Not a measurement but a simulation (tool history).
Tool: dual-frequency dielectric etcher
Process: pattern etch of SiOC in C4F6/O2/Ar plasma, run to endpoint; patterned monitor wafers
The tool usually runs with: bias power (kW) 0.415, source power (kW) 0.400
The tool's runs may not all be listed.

run,day,bias power (kW),source power (kW),"incoming incoming film thickness, nm",endpoint time (s)
1,0.000,0.415,0.400,27.55,10.5
2,0.850,0.415,0.400,27.70,10.4
3,1.458,0.415,0.400,27.99,10.5
4,5.708,0.415,0.400,28.20,10.5
5,6.654,0.415,0.400,27.77,10.4
# day 8.896: wet clean of the chamber
# day 9.667: bias power generator calibrated
# day 9.771: upper electrode replaced
6,9.792,0.415,0.400,27.85,10.7
7,9.804,0.415,0.480,27.85,10.1
8,9.817,0.450,0.400,27.90,10.4
9,10.521,0.374,0.450,27.77,10.5
# day 11.775: source power generator calibrated
10,11.796,0.490,0.340,28.25,10.8
11,12.633,0.415,0.400,27.57,10.5
12,13.525,0.349,0.360,27.60,11.5
13,14.204,0.415,0.500,27.82,9.8
14,15.162,0.415,0.310,27.69,11.3

Here are 3 independent what-if runs from the current tool condition. What would each one return?
A,15.179,0.415,0.400,27.96,?
B,15.179,0.367,0.430,27.96,?
C,15.179,0.459,0.460,27.96,?

run,endpoint time (s)
A,10.6
B,10.7
C,9.8
With no hidden state in the tool, these same runs would have given:
run,endpoint time (s)
A,10.8
B,10.9
C,10.0
